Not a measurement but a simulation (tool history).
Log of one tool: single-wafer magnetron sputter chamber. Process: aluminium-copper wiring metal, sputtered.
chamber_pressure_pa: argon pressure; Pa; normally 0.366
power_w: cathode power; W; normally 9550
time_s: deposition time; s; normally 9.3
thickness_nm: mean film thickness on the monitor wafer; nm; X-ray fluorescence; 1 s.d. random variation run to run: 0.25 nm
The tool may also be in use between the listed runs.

run   hour  chamber_pressure_pa  power_w  time_s  read-back reference wafer on the same gauge, thickness_nm  thickness_nm
  1      0                0.299     8450     9.3                                                    150.061       151.161
  2   17.9                0.299     8450     9.3                                                    149.978       151.079
      51.6  -- sputter target and shields replaced
  3   52.1                0.299     8450     9.3                                                    150.035       152.469
  4   82.7                0.366     9550     9.3                                                    149.971       161.316
  5  103.5                0.366     9550     9.3                                                    149.971       161.777
  6  137.6                0.366     8200     9.3                                                    150.017       142.853
  7  163.2                0.366     8200     9.3                                                     150.02        143.29
     203.1  -- sputter target and shields replaced
  8  203.6                0.315     9550    9.67                                                    150.008       172.676
  9  228.4                0.315     9550    9.67                                                    149.959       172.279
     261.1  -- magnet pack replaced
 10  263.7                0.315     9550    9.67                                                    149.995       172.401
 11  297.8                0.366     9550     9.3                                                    150.024       161.502
 12  310.5                0.366     9550     9.3                                                    149.951       161.205
 13  332.1                0.366     9550     9.3                                                    150.041       160.881
 14  348.9                0.366     9550     9.3                                                    150.019       161.014
     357.9  -- gauge calibrated
     369.9  -- sputter target and shields replaced
 15  373.2                0.441     9550     9.3                                                    150.065       157.208
     385.3  -- capacitance manometer re-zeroed and calibrated
 16  389.8                0.366     9550    9.78                                                    149.991        165.57
 17  406.5                0.366     9550   10.72                                                    149.947       181.046
 18  419.6                0.326     7450   10.24                                                     150.03        146.52
 19  441.9                0.366     9550     9.3                                                    150.023       157.179
 20  457.4                0.366     9550     9.3                                                    149.993       157.156
 21  481.1                0.421    11600    9.88                                                    150.006       189.334
 22  501.8                0.366     8800    7.62                                                    149.982       120.505
 23  525.7                0.366     9550     9.3                                                    150.017       157.256
     553.3  -- sputter target and shields replaced
 24  553.8                0.366     7750     9.3                                                    149.945       135.063
 25    584                0.453     9550     9.3                                                    150.044       151.558
 26    608                0.366    10950     9.9                                                    150.008       187.249
 27  637.3                0.466    10750    7.74                                                    149.992       137.041

Run 28 is up next; what results do you expect?
 28  653.9                0.366     9550    8.66                                                          ?             ?

{"run 28": {"read-back reference wafer on the same gauge, thickness_nm": 149.994, "thickness_nm": 147.021}}
Without the tool's hidden state the same run would have given thickness_nm 147.06 nm.

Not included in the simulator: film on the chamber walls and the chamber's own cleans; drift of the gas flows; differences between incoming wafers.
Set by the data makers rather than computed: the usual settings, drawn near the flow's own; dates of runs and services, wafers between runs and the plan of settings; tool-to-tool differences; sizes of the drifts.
